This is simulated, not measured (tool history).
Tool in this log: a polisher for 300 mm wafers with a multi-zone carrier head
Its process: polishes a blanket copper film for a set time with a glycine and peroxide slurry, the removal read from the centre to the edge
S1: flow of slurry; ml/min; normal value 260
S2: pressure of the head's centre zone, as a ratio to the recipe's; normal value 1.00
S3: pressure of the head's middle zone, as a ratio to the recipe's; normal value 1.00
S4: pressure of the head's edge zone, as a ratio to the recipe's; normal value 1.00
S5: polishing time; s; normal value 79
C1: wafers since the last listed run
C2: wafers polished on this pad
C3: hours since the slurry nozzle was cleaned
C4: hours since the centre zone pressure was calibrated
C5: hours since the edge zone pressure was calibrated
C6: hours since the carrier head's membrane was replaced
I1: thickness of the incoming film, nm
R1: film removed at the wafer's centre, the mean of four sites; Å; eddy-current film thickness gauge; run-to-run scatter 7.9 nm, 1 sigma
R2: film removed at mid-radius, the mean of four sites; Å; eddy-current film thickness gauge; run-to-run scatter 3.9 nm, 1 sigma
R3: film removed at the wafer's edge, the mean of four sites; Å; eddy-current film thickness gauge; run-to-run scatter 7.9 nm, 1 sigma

| run | day | S1 | S2 | S3 | S4 | S5 | C1 | C2 | C3 | C4 | C5 | C6 | I1 | R1 | R2 | R3 |
|---|---|---|---|---|---|---|---|---|---|---|---|---|---|---|---|---|
| 1 | 0.000 | 260 | 1.00 | 1.00 | 1.00 | 79 | 0 | 1952 | 84.9 | 853.4 | 290.4 | 153.6 | 2081.6 | 5740 | 5543 | 5676 |
| 2 | 1.800 | 260 | 1.10 | 1.04 | 1.00 | 52 | 285 | 2237 | 128.1 | 896.6 | 333.6 | 196.8 | 2072.3 | 4071 | 3721 | 3615 |
| 3 | 3.792 | 285 | 0.94 | 1.00 | 1.00 | 79 | 315 | 2553 | 175.9 | 944.4 | 381.4 | 244.6 | 2035.8 | 5263 | 5443 | 5400 |
|  | 4.646 | worn pad replaced by a new one |
| 4 | 5.962 | 230 | 1.00 | 1.00 | 1.00 | 60 | 317 | 209 | 228.0 | 996.5 | 433.5 | 296.7 | 2095.7 | 4415 | 4260 | 4309 |
| 5 | 8.175 | 190 | 1.00 | 1.00 | 1.00 | 79 | 351 | 560 | 281.1 | 1049.6 | 486.6 | 349.8 | 2053.3 | 5486 | 5394 | 5542 |
| 6 | 9.183 | 260 | 1.00 | 1.04 | 1.00 | 67 | 159 | 720 | 305.3 | 1073.8 | 510.8 | 374.0 | 2063.8 | 4968 | 4923 | 4748 |
| 7 | 11.125 | 260 | 1.00 | 1.00 | 1.00 | 79 | 308 | 1028 | 351.9 | 1120.4 | 557.4 | 420.6 | 2058.6 | 5693 | 5605 | 5662 |
| 8 | 13.050 | 260 | 1.00 | 1.00 | 1.10 | 79 | 305 | 1333 | 398.1 | 1166.6 | 603.6 | 466.8 | 2062.9 | 5869 | 5550 | 5674 |
|  | 13.912 | slurry nozzle cleaned |
| 9 | 14.321 | 190 | 1.00 | 0.88 | 1.00 | 79 | 195 | 1528 | 9.8 | 1197.1 | 634.1 | 497.3 | 2078.4 | 5367 | 4751 | 5277 |
| 10 | 16.746 | 260 | 1.00 | 1.10 | 1.00 | 68 | 384 | 1913 | 68.0 | 1255.3 | 692.3 | 555.5 | 2052.9 | 4963 | 5140 | 4603 |
| 11 | 18.788 | 260 | 1.00 | 1.00 | 1.10 | 79 | 323 | 2237 | 117.0 | 1304.3 | 741.3 | 604.5 | 2044.3 | 5676 | 5370 | 5640 |
|  | 19.454 | centre zone pressure recalibrated |
| 12 | 21.738 | 260 | 1.00 | 1.00 | 1.00 | 79 | 454 | 2691 | 187.8 | 54.8 | 812.1 | 675.3 | 2077.9 | 5577 | 5442 | 5438 |
| 13 | 23.946 | 260 | 1.00 | 1.00 | 1.00 | 79 | 350 | 3042 | 240.8 | 107.8 | 865.1 | 728.3 | 2062.3 | 5528 | 5338 | 5318 |
| 14 | 25.679 | 260 | 0.93 | 1.00 | 0.94 | 79 | 274 | 3317 | 282.4 | 149.4 | 906.7 | 769.9 | 2053.4 | 5151 | 5314 | 5258 |
|  | 26.462 | worn pad replaced by a new one |
| 15 | 28.433 | 325 | 1.00 | 1.00 | 1.00 | 99 | 410 | 312 | 348.5 | 215.5 | 972.8 | 836.0 | 2049.7 | 7543 | 7213 | 7264 |
| 16 | 30.283 | 260 | 1.00 | 1.00 | 1.00 | 79 | 293 | 605 | 392.9 | 259.9 | 1017.2 | 880.4 | 2067.0 | 5914 | 5593 | 5474 |
| 17 | 32.733 | 260 | 1.00 | 1.00 | 1.05 | 95 | 388 | 994 | 451.7 | 318.7 | 1076.0 | 939.2 | 2103.8 | 6997 | 6834 | 6856 |
|  | 34.317 | edge zone pressure recalibrated |
| 18 | 34.658 | 260 | 1.11 | 1.07 | 1.08 | 95 | 292 | 1286 | 497.9 | 364.9 | 8.2 | 985.4 | 2077.5 | 7563 | 7072 | 6785 |
|  | 34.979 | slurry nozzle cleaned |
| 19 | 37.025 | 310 | 0.96 | 1.00 | 1.05 | 66 | 368 | 1655 | 49.1 | 421.7 | 65.0 | 1042.2 | 2108.9 | 4694 | 4720 | 4727 |
| 20 | 39.033 | 260 | 0.96 | 1.00 | 1.00 | 106 | 318 | 1974 | 97.3 | 469.9 | 113.2 | 1090.4 | 2035.5 | 7198 | 7381 | 7400 |
|  | 43.746 | worn pad replaced by a new one |
| 21 | 46.971 | 195 | 1.00 | 1.00 | 1.00 | 79 | 1232 | 511 | 287.8 | 660.4 | 303.7 | 1280.9 | 2049.7 | 5480 | 5391 | 5496 |
| 22 | 48.217 | 260 | 1.00 | 1.00 | 1.00 | 79 | 197 | 708 | 317.7 | 690.3 | 333.6 | 1310.8 | 2113.5 | 5807 | 5641 | 5647 |

For some of the steps in R1 from one run to the next: how much would appear even if the tool had no hidden state, given the settings, what came in and random variation, and how much remains for the hidden state plus any gauge scatter that the measured result and the result without hidden state don't share?
Unlogged tool condition in this case: removal rate lost through wear of the pad, %; slurry flow missing at the pad, %; deviation of the centre zone's pressure from its setpoint, %; deviation of the edge zone's pressure from its setpoint, %.
Run 14 -> 15: S1 260 -> 325, S2 0.93 -> 1.00, S4 0.94 -> 1.00, S5 79 -> 99, worn pad replaced by a new one. R1 +2392 Å: hidden state +282, all else +2110.
Run 18 -> 19: S1 260 -> 310, S2 1.11 -> 0.96, S3 1.07 -> 1.00, S4 1.08 -> 1.05, S5 95 -> 66, slurry nozzle cleaned. R1 -2869 Å: hidden state +59, all else -2928.
Run 19 -> 20: S1 310 -> 260, S4 1.05 -> 1.00, S5 66 -> 106. R1 +2504 Å: hidden state -145, all else +2649.
Run 20 -> 21: S1 260 -> 195, S2 0.96 -> 1.00, S5 106 -> 79, worn pad replaced by a new one. R1 -1718 Å: hidden state +268, all else -1986.
